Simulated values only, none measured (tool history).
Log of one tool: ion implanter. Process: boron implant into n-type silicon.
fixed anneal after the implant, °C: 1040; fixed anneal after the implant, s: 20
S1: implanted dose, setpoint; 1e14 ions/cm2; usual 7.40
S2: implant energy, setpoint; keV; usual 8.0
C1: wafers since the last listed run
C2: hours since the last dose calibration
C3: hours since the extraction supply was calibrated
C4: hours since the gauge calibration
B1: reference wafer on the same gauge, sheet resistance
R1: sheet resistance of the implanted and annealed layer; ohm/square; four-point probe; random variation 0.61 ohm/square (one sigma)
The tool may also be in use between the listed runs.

| run | hour | S1 | S2 | C1 | C2 | C3 | C4 | B1 | R1 |
|---|---|---|---|---|---|---|---|---|---|
| 1 | 0.0 | 7.40 | 8.5 | 0 | 417.7 | 4739.1 | 420.4 | 169.95 | 187.07 |
| 2 | 23.8 | 7.40 | 8.5 | 279 | 441.5 | 4762.9 | 444.2 | 170.07 | 187.37 |
| 3 | 43.6 | 7.40 | 8.0 | 232 | 461.3 | 4782.7 | 464.0 | 169.91 | 189.24 |
| 4 | 63.1 | 6.41 | 8.0 | 229 | 480.8 | 4802.2 | 483.5 | 169.85 | 212.86 |
| 5 | 84.7 | 6.41 | 8.0 | 253 | 502.4 | 4823.8 | 505.1 | 170.04 | 211.81 |
| 6 | 130.2 | 6.41 | 8.0 | 534 | 547.9 | 4869.3 | 550.6 | 169.95 | 212.90 |
| 7 | 156.0 | 7.40 | 8.0 | 303 | 573.7 | 4895.1 | 576.4 | 169.97 | 188.67 |
| 8 | 173.2 | 7.40 | 8.0 | 202 | 590.9 | 4912.3 | 593.6 | 170.01 | 190.00 |
| 9 | 192.9 | 7.40 | 8.0 | 231 | 610.6 | 4932.0 | 613.3 | 169.94 | 188.96 |
| 10 | 224.8 | 7.40 | 8.0 | 374 | 642.5 | 4963.9 | 645.2 | 169.99 | 188.83 |
| 11 | 236.9 | 7.40 | 8.0 | 142 | 654.6 | 4976.0 | 657.3 | 169.98 | 189.34 |
| 12 | 271.0 | 7.40 | 8.0 | 400 | 688.7 | 5010.1 | 691.4 | 170.06 | 189.72 |
|  | 292.4 | gauge calibrated |
| 13 | 295.5 | 5.91 | 8.0 | 287 | 713.2 | 5034.6 | 3.1 | 169.92 | 229.31 |
| 14 | 311.7 | 5.91 | 8.0 | 190 | 729.4 | 5050.8 | 19.3 | 170.01 | 230.39 |
| 15 | 342.3 | 5.91 | 8.0 | 359 | 760.0 | 5081.4 | 49.9 | 170.01 | 231.37 |
| 16 | 359.3 | 9.14 | 8.0 | 199 | 777.0 | 5098.4 | 66.9 | 169.91 | 159.31 |
| 17 | 385.8 | 7.40 | 8.0 | 311 | 803.5 | 5124.9 | 93.4 | 170.10 | 189.67 |
|  | 414.6 | Faraday cup replaced and dose calibrated |
| 18 | 415.1 | 6.56 | 8.0 | 250 | 0.5 | 5154.2 | 122.7 | 170.07 | 208.77 |
| 19 | 442.4 | 6.10 | 9.5 | 320 | 27.8 | 5181.5 | 150.0 | 170.03 | 218.72 |
| 20 | 476.4 | 7.40 | 6.0 | 399 | 61.8 | 5215.5 | 184.0 | 169.99 | 195.43 |
| 21 | 489.7 | 5.29 | 6.0 | 156 | 75.1 | 5228.8 | 197.3 | 170.04 | 258.46 |
| 22 | 504.3 | 8.63 | 7.0 | 171 | 89.7 | 5243.4 | 211.9 | 170.02 | 169.11 |
| 23 | 522.5 | 6.58 | 10.5 | 213 | 107.9 | 5261.6 | 230.1 | 170.04 | 201.18 |
| 24 | 556.9 | 7.40 | 8.0 | 404 | 142.3 | 5296.0 | 264.5 | 170.00 | 188.13 |
| 25 | 573.6 | 5.89 | 8.0 | 196 | 159.0 | 5312.7 | 281.2 | 169.88 | 229.12 |
|  | 609.9 | extraction supply calibrated |
| 26 | 610.4 | 7.40 | 9.0 | 338 | 195.8 | 0.5 | 318.0 | 169.99 | 185.26 |
| 27 | 620.2 | 7.40 | 5.5 | 115 | 205.6 | 10.3 | 327.8 | 169.98 | 197.51 |
| 28 | 649.6 | 9.12 | 6.0 | 345 | 235.0 | 39.7 | 357.2 | 170.16 | 166.39 |
| 29 | 669.3 | 7.40 | 8.0 | 231 | 254.7 | 59.4 | 376.9 | 169.92 | 188.03 |
| 30 | 703.9 | 6.33 | 6.0 | 406 | 289.3 | 94.0 | 411.5 | 169.97 | 221.86 |
| 31 | 737.7 | 7.40 | 8.0 | 397 | 323.1 | 127.8 | 445.3 | 170.08 | 188.64 |
| 32 | 756.1 | 5.91 | 8.0 | 216 | 341.5 | 146.2 | 463.7 | 169.96 | 228.60 |
| 33 | 783.4 | 8.71 | 6.0 | 320 | 368.8 | 173.5 | 491.0 | 170.04 | 172.68 |
| 34 | 798.7 | 6.32 | 8.0 | 179 | 384.1 | 188.8 | 506.3 | 170.05 | 215.67 |
| 35 | 832.7 | 7.40 | 8.0 | 399 | 418.1 | 222.8 | 540.3 | 169.99 | 188.45 |
| 36 | 863.4 | 7.40 | 7.0 | 360 | 448.8 | 253.5 | 571.0 | 169.93 | 191.14 |
| 37 | 876.0 | 5.91 | 8.0 | 148 | 461.4 | 266.1 | 583.6 | 170.08 | 227.77 |

Hidden state or all else? Some run-to-run changes of R1, split into what the settings, what came in and random variation would give without the hidden state, and what is left for the hidden state (with any gauge scatter that isn't in both results):
The hidden state here: deviation of the true dose from the Faraday cup's reading, %; deviation of the true energy from its setpoint, %; gauge reads high (%).
Run 15 -> 16: S1 5.91 -> 9.14. R1 -72.06 ohm/square: hidden state -0.99, all else -71.07.
Run 16 -> 17: S1 9.14 -> 7.40. R1 +30.36 ohm/square: hidden state +0.69, all else +29.67.
Run 17 -> 18: S1 7.40 -> 6.56, Faraday cup replaced and dose calibrated. R1 +19.10 ohm/square: hidden state -2.38, all else +21.48.
Run 20 -> 21: S1 7.40 -> 5.29. R1 +63.03 ohm/square: hidden state +0.04, all else +62.99.
Run 21 -> 22: S1 5.29 -> 8.63, S2 6.0 -> 7.0. R1 -89.35 ohm/square: hidden state -0.04, all else -89.31.
